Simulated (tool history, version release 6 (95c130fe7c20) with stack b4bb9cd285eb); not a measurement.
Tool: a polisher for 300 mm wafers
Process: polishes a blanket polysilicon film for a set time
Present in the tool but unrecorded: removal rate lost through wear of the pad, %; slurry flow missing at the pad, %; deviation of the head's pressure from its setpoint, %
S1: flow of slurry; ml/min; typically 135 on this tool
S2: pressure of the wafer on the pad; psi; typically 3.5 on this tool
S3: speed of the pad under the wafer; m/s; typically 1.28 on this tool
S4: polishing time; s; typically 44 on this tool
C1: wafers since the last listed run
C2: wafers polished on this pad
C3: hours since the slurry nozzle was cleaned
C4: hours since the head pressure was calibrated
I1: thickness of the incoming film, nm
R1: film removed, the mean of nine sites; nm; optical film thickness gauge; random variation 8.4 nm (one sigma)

run	day	S1	S2	S3	S4	C1	C2	C3	C4	I1	R1
1	0	135	3.5	1.28	44	0	1359	300	905.6	1820.1	531.8
# day 0.467: worn pad replaced by a new one
2	1.362	135	3.5	1.28	44	398	298	332.7	938.3	1841.2	512.5
# day 1.725: slurry nozzle cleaned
3	2.704	135	3.5	1.28	44	433	732	23.5	970.5	1825.7	512.7
4	3.604	135	3.5	1.28	44	300	1032	45.1	992.1	1835.1	517.1
5	4.642	100	3.5	1.28	44	345	1378	70	1017	1809.2	469.8
6	5.646	100	3.5	1.28	44	334	1713	94.1	1041.1	1810.1	476.2
# day 6.038: worn pad replaced by a new one
7	6.592	135	3.5	1.28	44	259	185	116.8	1063.8	1829	506.8
8	7.696	135	3.5	1.28	44	368	553	143.3	1090.3	1840.6	512.2
9	9.096	135	3.5	1.28	44	466	1020	176.9	1123.9	1822.8	514.5
10	10.017	135	3.5	1.28	44	307	1327	199	1146	1851	516.8
# day 10.712: worn pad replaced by a new one
11	11.317	135	3.5	1.28	44	377	200	230.2	1177.2	1801.8	508.7
12	12.717	135	3.5	1.28	44	466	667	263.8	1210.8	1848	508.6
13	13.575	135	3.5	1.28	44	286	953	284.4	1231.4	1845.2	501.1
# day 13.796: slurry nozzle cleaned
14	14.838	135	3.5	1.28	44	407	1361	25	1261.7	1802.2	520.7
15	15.696	135	3.5	1.46	44	286	1647	45.6	1282.3	1835.2	565.6
# day 16.204: worn pad replaced by a new one
16	16.392	150	3.9	1.28	44	176	62	62.3	1299	1833.8	572.3
17	17.75	95	3.5	0.86	54	452	515	94.9	1331.6	1813.2	442.4
18	18.25	135	3.5	1.28	44	166	682	106.9	1343.6	1814.8	502.7
19	19.004	135	3.9	1.44	44	251	934	125	1361.7	1816.6	614.6
# day 19.358: head pressure recalibrated
20	20.312	95	4.2	1.58	59	408	1342	156.4	22.9	1814.5	958.5
21	21.225	155	3.2	1.28	44	304	1647	178.3	44.8	1818.5	544.2
# day 21.517: worn pad replaced by a new one
22	22.446	100	3.5	1.28	44	351	309	207.6	74.1	1834	524.8
23	23.117	165	2.8	1.02	44	223	533	223.7	90.2	1806.8	423.1
24	24.346	135	3.5	1.28	44	409	942	253.2	119.7	1843.5	559.9
25	25.079	135	3.5	1.28	44	244	1187	270.8	137.3	1820.9	562.9
26	25.775	135	3.5	1.28	44	232	1419	287.5	154	1810.2	555.5
# day 26.45: worn pad replaced by a new one
27	26.542	135	3.5	1.04	44	200	29	305.9	172.4	1798.5	491

Alternative continuations, all from the tool just after run 27; predict every row:
A	26.558	135	3.5	1.28	44	5	35	306.3	172.8	1797.3	?
B	26.558	135	4.6	1.28	35	5	35	306.3	172.8	1797.3	?
C	26.558	135	2.6	1.06	44	5	35	306.3	172.8	1797.3	?
D	26.558	150	3.5	1	32	5	35	306.3	172.8	1797.3	?

run	R1
A	558.5
B	558.8
C	388.4
D	352
Without the tool's unlogged condition, the same runs would have read:
run	R1
A	573.1
B	573.4
C	398.5
D	361.2

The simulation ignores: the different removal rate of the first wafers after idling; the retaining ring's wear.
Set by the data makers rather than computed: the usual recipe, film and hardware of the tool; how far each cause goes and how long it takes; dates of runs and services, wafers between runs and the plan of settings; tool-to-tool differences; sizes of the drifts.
